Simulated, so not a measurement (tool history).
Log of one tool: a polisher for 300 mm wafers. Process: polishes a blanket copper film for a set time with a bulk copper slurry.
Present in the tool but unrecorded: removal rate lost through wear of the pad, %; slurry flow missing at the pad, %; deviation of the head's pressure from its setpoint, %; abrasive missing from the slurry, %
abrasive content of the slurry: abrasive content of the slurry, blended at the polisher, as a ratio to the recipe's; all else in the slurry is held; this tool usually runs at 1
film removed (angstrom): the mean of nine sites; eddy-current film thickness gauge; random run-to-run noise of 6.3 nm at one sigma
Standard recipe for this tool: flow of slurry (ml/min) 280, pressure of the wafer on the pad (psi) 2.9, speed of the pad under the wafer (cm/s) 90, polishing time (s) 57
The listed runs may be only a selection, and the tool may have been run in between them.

run	hour	flow of slurry (ml/min)	pressure of the wafer on the pad (psi)	speed of the pad under the wafer (cm/s)	abrasive content of the slurry	polishing time (s)	wafers since the last listed run	wafers polished on this pad	hours since the slurry nozzle was cleaned	hours since the head pressure was calibrated	hours since the slurry blender was calibrated	incoming thickness of the incoming film, nm	film removed (angstrom)
1	0	280	2.9	90	1	57	0	397	118.5	356.2	194.5	3416.9	5806
2	31.6	280	2.9	90	1	57	183	581	150.1	387.8	226.1	3360.6	5704
# hour 54.5: slurry blender recalibrated
3	56.3	280	2.9	90	1	57	132	713	174.8	412.5	1.8	3401.6	5800
4	86.8	315	2.9	90	1	57	177	890	205.3	443	32.3	3360.5	5864
5	158.8	315	2.9	90	1	57	418	1309	277.3	515	104.3	3358.2	5761
# hour 187.2: worn pad replaced by a new one
6	192	315	2.9	90	1	57	169	27	310.5	548.2	137.5	3361.7	5828
# hour 219: slurry nozzle cleaned
7	256.1	280	2.9	90	1	57	367	395	37.1	612.3	201.6	3436.9	5814
# hour 292.8: slurry blender recalibrated
8	324.5	280	2.9	90	1	57	386	781	105.5	680.7	31.7	3443.2	5706
9	368.3	280	2.9	90	1	57	254	1036	149.3	724.5	75.5	3399.8	5690
# hour 416.9: worn pad replaced by a new one
10	480.4	280	2.9	90	1	57	628	369	261.4	836.6	187.6	3423.6	5698
# hour 542.5: slurry blender recalibrated
11	543.3	280	2.9	90	1	57	354	723	324.3	899.5	0.8	3430.1	5796
# hour 559.2: slurry nozzle cleaned
12	582.1	280	2.9	90	1	57	219	943	22.9	938.3	39.6	3336.1	5797
# hour 603: head pressure recalibrated
13	616.3	365	2.9	90	1	65	187	1130	57.1	13.3	73.8	3332.6	6625
# hour 624.7: worn pad replaced by a new one
14	658.2	355	3.4	90	1.15	57	220	194	99	55.2	115.7	3424.1	7101
15	715.4	280	3.7	100	0.8	75	332	527	156.2	112.4	172.9	3348.3	9762
16	747.2	280	2.1	66	0.9	70	184	712	188	144.2	204.7	3322	4231
17	795.1	280	2.9	90	1	57	278	991	235.9	192.1	252.6	3340.2	5863
# hour 807.3: slurry blender recalibrated
18	854.2	280	2.9	90	1	57	332	1323	295	251.2	46.9	3366	5726
# hour 889.4: worn pad replaced by a new one
19	898.2	190	2.9	60	0.9	76	232	51	339	295.2	90.9	3392.3	5881
# hour 923.1: slurry nozzle cleaned
20	959.6	200	3.3	80	1	57	351	402	36.5	356.6	152.3	3398.1	5996
# hour 1020.1: slurry blender recalibrated
21	1020.5	375	2.9	90	0.8	65	342	745	97.4	417.5	0.4	3413	6398
22	1057.1	330	2	90	0.75	63	212	958	134	454.1	37	3404	4234
# hour 1124.4: worn pad replaced by a new one
23	1124.9	280	2.9	90	1	57	371	2	201.8	521.9	104.8	3367.2	5661
24	1153.4	320	2.2	102	1	57	165	168	230.3	550.4	133.3	3360.3	4823

What if the next run were any one of these 4? Each begins from the tool's condition after run 24:
A	1153.8	280	2.9	90	1	57	2	171	230.7	550.8	133.7	3402.1	?
B	1153.8	280	2.6	58	1	57	2	171	230.7	550.8	133.7	3402.1	?
C	1153.8	280	2.1	90	0.75	57	2	171	230.7	550.8	133.7	3402.1	?
D	1153.8	185	3.5	90	0.8	52	2	171	230.7	550.8	133.7	3402.1	?

run	film removed (angstrom)
A	5776
B	4082
C	3965
D	5894
Without the tool's unlogged condition, the same runs would have read:
run	film removed (angstrom)
A	5776
B	4082
C	3965
D	5894
